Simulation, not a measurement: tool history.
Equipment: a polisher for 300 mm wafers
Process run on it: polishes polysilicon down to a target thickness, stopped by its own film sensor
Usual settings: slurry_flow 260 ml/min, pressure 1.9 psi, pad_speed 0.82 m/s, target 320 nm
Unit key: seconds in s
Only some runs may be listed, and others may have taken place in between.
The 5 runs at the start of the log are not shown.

run,day,slurry_flow,pressure,pad_speed,target,"incoming thickness of the incoming film, nm",seconds
6,3.404,260,1.9,0.82,320,765.2,101.1
# day 3.754: worn pad replaced by a new one
7,3.775,260,1.9,0.82,320,762.2,102.4
8,4.071,260,1.9,0.82,320,764.5,101.9
9,4.796,260,1.9,0.82,320,762.4,100.8
10,6.871,260,1.9,0.82,320,754.0,100.4
11,7.508,260,1.9,0.82,320,752.9,99.2
12,8.242,290,1.9,0.82,320,772.1,102.3
# day 8.946: worn pad replaced by a new one
13,8.967,260,1.9,0.82,320,760.0,101.7
14,9.538,260,1.9,0.82,320,749.6,98.5
15,10.029,260,1.9,0.82,320,745.4,98.5
16,11.279,260,1.9,0.82,320,759.1,101.2
17,11.550,305,1.4,0.82,320,757.1,117.9
18,12.267,260,1.9,0.82,180,752.7,132.1
19,12.967,260,1.2,0.82,320,757.7,132.1
20,13.479,260,1.9,0.82,320,759.2,102.2
21,13.817,190,2.4,0.92,320,751.9,82.2
# day 14.275: head pressure recalibrated
22,14.296,300,1.9,0.98,462,759.7,57.7

For run 23, what comes out?
# day 14.712: worn pad replaced by a new one
23,14.958,260,1.9,1.08,320,752.9,?

{"run 23": {"seconds": 78.6}}
Were there no unlogged condition in the tool, this run, its random variation unchanged, would have produced seconds 74.4 s.

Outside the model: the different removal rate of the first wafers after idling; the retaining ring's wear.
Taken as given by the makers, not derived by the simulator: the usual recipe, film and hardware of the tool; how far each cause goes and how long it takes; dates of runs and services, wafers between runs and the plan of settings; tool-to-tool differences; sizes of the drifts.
